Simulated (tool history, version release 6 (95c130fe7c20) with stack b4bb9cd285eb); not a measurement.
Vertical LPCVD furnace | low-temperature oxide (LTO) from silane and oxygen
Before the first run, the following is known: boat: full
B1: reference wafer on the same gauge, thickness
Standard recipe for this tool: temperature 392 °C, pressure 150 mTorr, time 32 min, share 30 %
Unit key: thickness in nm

run 1 hour=0 | temperature=392 pressure=150 time=32 share=30 | B1=137.8 | thickness=129.17
run 2 hour=64.1 | temperature=392 pressure=150 time=32 share=30 | B1=137.95 | thickness=128.17
run 3 hour=111.2 | temperature=392 pressure=150 time=32 share=30 | B1=138.02 | thickness=128.88
run 4 hour=138.6 | temperature=392 pressure=150 time=37 share=30 | B1=137.98 | thickness=148.38
run 5 hour=175.1 | temperature=401 pressure=150 time=32 share=30 | B1=138.06 | thickness=143.25
run 6 hour=227.5 | temperature=401 pressure=150 time=32 share=30 | B1=137.82 | thickness=142.3
run 7 hour=295.9 | temperature=401 pressure=150 time=32 share=30 | B1=138.05 | thickness=142.4
-- hour=350.4 gauge calibrated
run 8 hour=356.1 | temperature=392 pressure=150 time=32 share=30 | B1=137.95 | thickness=127.33
-- hour=405.3 pressure gauge zeroed
-- hour=411.8 thermocouples replaced and temperature profile calibrated
run 9 hour=420.3 | temperature=392 pressure=125 time=22 share=27 | B1=138.05 | thickness=61.81
run 10 hour=468.3 | temperature=402 pressure=170 time=22 share=26 | B1=137.94 | thickness=89.58
run 11 hour=521.9 | temperature=386 pressure=180 time=36.5 share=26 | B1=138.17 | thickness=126.8
run 12 hour=589.6 | temperature=392 pressure=150 time=32 share=26 | B1=138.15 | thickness=100
-- hour=621.6 silane flow controller replaced
run 13 hour=634.7 | temperature=392 pressure=170 time=32 share=28 | B1=138.02 | thickness=138.71
run 14 hour=690.2 | temperature=392 pressure=150 time=32 share=30 | B1=137.96 | thickness=135.41
run 15 hour=737.5 | temperature=400 pressure=150 time=32 share=30 | B1=137.99 | thickness=148.64
run 16 hour=780.6 | temperature=392 pressure=150 time=32 share=30 | B1=137.97 | thickness=134.58

Predict each of these 3 candidate next runs independently; none follows another, all start after run 16:
run A hour=784.5 | temperature=392 pressure=150 time=32 share=30 | B1=? | thickness=?
run B hour=784.5 | temperature=397 pressure=150 time=32 share=28 | B1=? | thickness=?
run C hour=784.5 | temperature=398 pressure=115 time=23 share=30 | B1=? | thickness=?

run=A B1=137.97 thickness=134.92
run=B B1=137.97 thickness=129.37
run=C B1=137.97 thickness=79.96
With no hidden state in the tool, these same runs would have given:
run=A thickness=134.23
run=B thickness=128.67
run=C thickness=79.55
